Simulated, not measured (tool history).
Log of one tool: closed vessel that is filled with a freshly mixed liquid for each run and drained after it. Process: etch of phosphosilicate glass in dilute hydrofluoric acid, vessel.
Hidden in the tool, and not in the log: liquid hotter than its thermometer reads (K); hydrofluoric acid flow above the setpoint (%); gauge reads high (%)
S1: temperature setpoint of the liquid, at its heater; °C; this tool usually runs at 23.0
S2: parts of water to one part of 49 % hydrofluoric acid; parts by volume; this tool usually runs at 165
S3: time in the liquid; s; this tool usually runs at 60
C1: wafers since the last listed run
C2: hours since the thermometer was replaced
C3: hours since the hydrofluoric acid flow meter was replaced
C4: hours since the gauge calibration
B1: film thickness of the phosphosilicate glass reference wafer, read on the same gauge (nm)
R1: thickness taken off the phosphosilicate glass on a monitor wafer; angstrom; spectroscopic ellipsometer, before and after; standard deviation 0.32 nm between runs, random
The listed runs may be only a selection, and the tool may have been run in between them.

Run 1, hour 0.0: usual settings but S1 21.5 °C; C1 0; C2 1572.4; C3 1258.5; C4 773.2; B1 99.97. Result: R1 543.1 angstrom.
Run 2, hour 68.8: usual settings but S1 21.5 °C; C1 7208; C2 1641.2; C3 1327.3; C4 842.0; B1 99.97. Result: R1 534.7 angstrom.
At hour 72.7: hydrofluoric acid flow meter replaced.
Run 3, hour 139.1: usual settings but S1 21.5 °C; C1 7260; C2 1711.5; C3 66.4; C4 912.3; B1 100.00. Result: R1 538.3 angstrom.
Run 4, hour 197.0: usual settings but S2 125 parts by volume, S3 45 s; C1 6066; C2 1769.4; C3 124.3; C4 970.2; B1 100.00. Result: R1 585.1 angstrom.
Run 5, hour 265.9: usual settings but S2 125 parts by volume, S3 45 s; C1 7219; C2 1838.3; C3 193.2; C4 1039.1; B1 100.00. Result: R1 598.1 angstrom.
Run 6, hour 305.6: usual settings but S2 125 parts by volume, S3 45 s; C1 4159; C2 1878.0; C3 232.9; C4 1078.8; B1 99.96. Result: R1 589.8 angstrom.
Run 7, hour 337.4: usual settings; C1 3331; C2 1909.8; C3 264.7; C4 1110.6; B1 99.97. Result: R1 572.0 angstrom.
Run 8, hour 381.5: usual settings; C1 4620; C2 1953.9; C3 308.8; C4 1154.7; B1 99.99. Result: R1 567.8 angstrom.
Run 9, hour 450.4: usual settings but S1 27.0 °C; C1 7219; C2 2022.8; C3 377.7; C4 1223.6; B1 99.98. Result: R1 659.4 angstrom.
Run 10, hour 505.4: usual settings; C1 5762; C2 2077.8; C3 432.7; C4 1278.6; B1 100.00. Result: R1 568.7 angstrom.
Run 11, hour 532.9: usual settings; C1 2881; C2 2105.3; C3 460.2; C4 1306.1; B1 100.01. Result: R1 573.9 angstrom.
Run 12, hour 559.6: usual settings but S1 20.0 °C, S2 235 parts by volume, S3 80 s; C1 2797; C2 2132.0; C3 486.9; C4 1332.8; B1 100.01. Result: R1 443.1 angstrom.
Run 13, hour 605.1: usual settings but S2 225 parts by volume; C1 4767; C2 2177.5; C3 532.4; C4 1378.3; B1 99.99. Result: R1 391.9 angstrom.
Run 14, hour 744.1: usual settings but S1 21.0 °C, S2 115 parts by volume, S3 35 s; C1 14563; C2 2316.5; C3 671.4; C4 1517.3; B1 99.99. Result: R1 472.5 angstrom.
Run 15, hour 805.3: usual settings but S2 125 parts by volume, S3 45 s; C1 6412; C2 2377.7; C3 732.6; C4 1578.5; B1 100.00. Result: R1 589.6 angstrom.
Run 16, hour 835.1: usual settings but S2 85 parts by volume; C1 3122; C2 2407.5; C3 762.4; C4 1608.3; B1 100.01. Result: R1 1217.3 angstrom.
Run 17, hour 897.0: usual settings but S3 30 s; C1 6485; C2 2469.4; C3 824.3; C4 1670.2; B1 100.01. Result: R1 285.8 angstrom.
Run 18, hour 952.1: usual settings but S1 24.5 °C, S2 100 parts by volume; C1 5773; C2 2524.5; C3 879.4; C4 1725.3; B1 99.99. Result: R1 1076.1 angstrom.
Run 19, hour 1022.0: usual settings but S2 85 parts by volume, S3 50 s; C1 7323; C2 2594.4; C3 949.3; C4 1795.2; B1 100.01. Result: R1 1019.5 angstrom.
Run 20, hour 1050.9: usual settings but S1 20.0 °C, S2 190 parts by volume, S3 75 s; C1 3028; C2 2623.3; C3 978.2; C4 1824.1; B1 100.00. Result: R1 536.9 angstrom.
Run 21, hour 1077.5: usual settings; C1 2787; C2 2649.9; C3 1004.8; C4 1850.7; B1 100.00. Result: R1 579.6 angstrom.
Run 22, hour 1135.7: usual settings but S1 20.5 °C; C1 6097; C2 2708.1; C3 1063.0; C4 1908.9; B1 99.96. Result: R1 518.9 angstrom.
At hour 1160.3: hydrofluoric acid flow meter replaced.
Run 23, hour 1160.8: usual settings but S3 40 s; C1 2525; C2 2733.2; C3 0.5; C4 1934.0; B1 99.99. Result: R1 382.6 angstrom.
Run 24, hour 1203.0: usual settings; C1 4421; C2 2775.4; C3 42.7; C4 1976.2; B1 100.01. Result: R1 572.7 angstrom.
Run 25, hour 1237.6: usual settings; C1 3625; C2 2810.0; C3 77.3; C4 2010.8; B1 100.02. Result: R1 572.9 angstrom.
At hour 1256.0: gauge calibrated.
At hour 1261.8: thermometer replaced.
Run 26, hour 1452.0: usual settings; C1 22359; C2 190.2; C3 291.7; C4 196.0; B1 100.03. Result: R1 559.9 angstrom.
Run 27, hour 1503.2: usual settings but S1 18.5 °C; C1 5364; C2 241.4; C3 342.9; C4 247.2; B1 99.99. Result: R1 468.7 angstrom.
Run 28, hour 1567.2: usual settings but S2 235 parts by volume; C1 6705; C2 305.4; C3 406.9; C4 311.2; B1 99.97. Result: R1 365.0 angstrom.
Run 29, hour 1595.1: usual settings but S1 20.0 °C, S3 80 s; C1 2923; C2 333.3; C3 434.8; C4 339.1; B1 100.02. Result: R1 663.0 angstrom.
Run 30, hour 1624.2: usual settings but S1 19.5 °C, S2 235 parts by volume, S3 40 s; C1 3048; C2 362.4; C3 463.9; C4 368.2; B1 100.02. Result: R1 214.4 angstrom.
Run 31, hour 1671.3: usual settings but S2 215 parts by volume, S3 70 s; C1 4934; C2 409.5; C3 511.0; C4 415.3; B1 100.01. Result: R1 478.2 angstrom.
Run 32, hour 1736.5: usual settings but S2 130 parts by volume; C1 6831; C2 474.7; C3 576.2; C4 480.5; B1 100.03. Result: R1 741.1 angstrom.
Run 33, hour 1785.3: usual settings but S1 26.5 °C; C1 5113; C2 523.5; C3 625.0; C4 529.3; B1 100.01. Result: R1 638.9 angstrom.

How would selected steps in R1 from run to run divide? Give the signed amount a tool lacking its hidden state would still show from settings, what came in and random variation, and the signed amount left for the hidden state, including any gauge scatter that is not in both of the compared results.
Run 15 -> 16: S2 125 -> 85, S3 45 -> 60. R1 +627.7 angstrom: hidden state +20.2, all else +607.5.
Run 16 -> 17: S2 85 -> 165, S3 60 -> 30. R1 -931.5 angstrom: hidden state -29.1, all else -902.4.
Run 17 -> 18: S1 23.0 -> 24.5, S2 165 -> 100, S3 30 -> 60. R1 +790.3 angstrom: hidden state +25.6, all else +764.7.
